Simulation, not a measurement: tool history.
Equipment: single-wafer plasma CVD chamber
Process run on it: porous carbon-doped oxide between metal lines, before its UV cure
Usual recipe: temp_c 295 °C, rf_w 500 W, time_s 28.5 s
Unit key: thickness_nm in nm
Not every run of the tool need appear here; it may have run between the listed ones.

run	hour	temp_c	rf_w	time_s	read-back reference wafer on the same gauge, thickness_nm	thickness_nm
1	0	295	500	24.3	185.048	135.776
2	48.2	295	500	28.5	184.983	158.033
3	90.3	295	500	28.5	184.964	157.627
4	101.6	295	500	28.5	184.958	157.205
5	113.3	295	500	28.5	185.04	157.643
# hour 133.3: showerhead replaced
6	133.8	295	530	28.5	185.09	164.679
7	136.2	295	530	28.5	184.98	164.805
8	144.8	286	500	28.5	185.058	166.188
9	155.4	286	500	28.5	185.056	165.475
10	166.7	286	500	28.5	185.09	166.031
11	174.5	295	500	28.5	184.963	157.765
12	191.6	295	500	28.5	184.899	157.573
13	209.5	285	500	28.5	185.058	167.376
14	217.2	285	500	28.5	184.976	167.196
15	230	305	500	28.5	184.958	149.759
16	236.1	305	500	28.5	185.027	149.063
17	247.8	310	540	31.9	184.895	172.215
18	256.5	295	500	25.2	184.91	139.195
19	266.2	295	500	25.5	184.943	141.752
20	281.5	295	500	28.5	185.09	157.462
21	297.8	295	500	28.5	185.096	157.509
# hour 308.4: thermocouple changed; heater temperature recalibrated
# hour 311.9: RF generator calibrated
22	312.4	285	500	28.5	185.157	178.225
# hour 318.5: gauge calibrated
23	329.5	295	570	31.5	185.106	203.574
24	337.5	295	500	28.5	184.955	167.694
25	350.8	309	500	28.5	185.111	155.743
26	366.9	304	500	31.1	185.013	173.688
27	376.7	305	585	26.2	185.026	164.383
28	393.6	304	500	30.2	185.079	168.539
29	401.5	295	580	28.5	184.92	185.458
30	413.3	300	445	31.3	185.112	162.793
31	429.8	300	425	33	184.956	163.898
32	438.8	299	580	30.5	185.075	193.03

The same runs without the tool's hidden state, with the same run-to-run variation:
Unlogged tool condition in this case: wafer temperature above the value expected at the setpoint (K); delivered RF power above the setpoint (%); gauge reads high (%).
run	thickness_nm
1	145.435
2	169.358
3	168.99
4	168.555
5	169.043
6	176.377
7	176.516
8	178.254
9	177.506
10	178.119
11	169.262
12	169.079
13	179.624
14	179.441
15	160.743
16	160.004
17	184.557
18	149.433
19	152.189
20	169.075
21	169.145
22	179.438
23	205.197
24	169.194
25	157.309
26	175.665
27	166.312
28	170.818
29	187.986
30	165.616
31	166.978
32	196.192
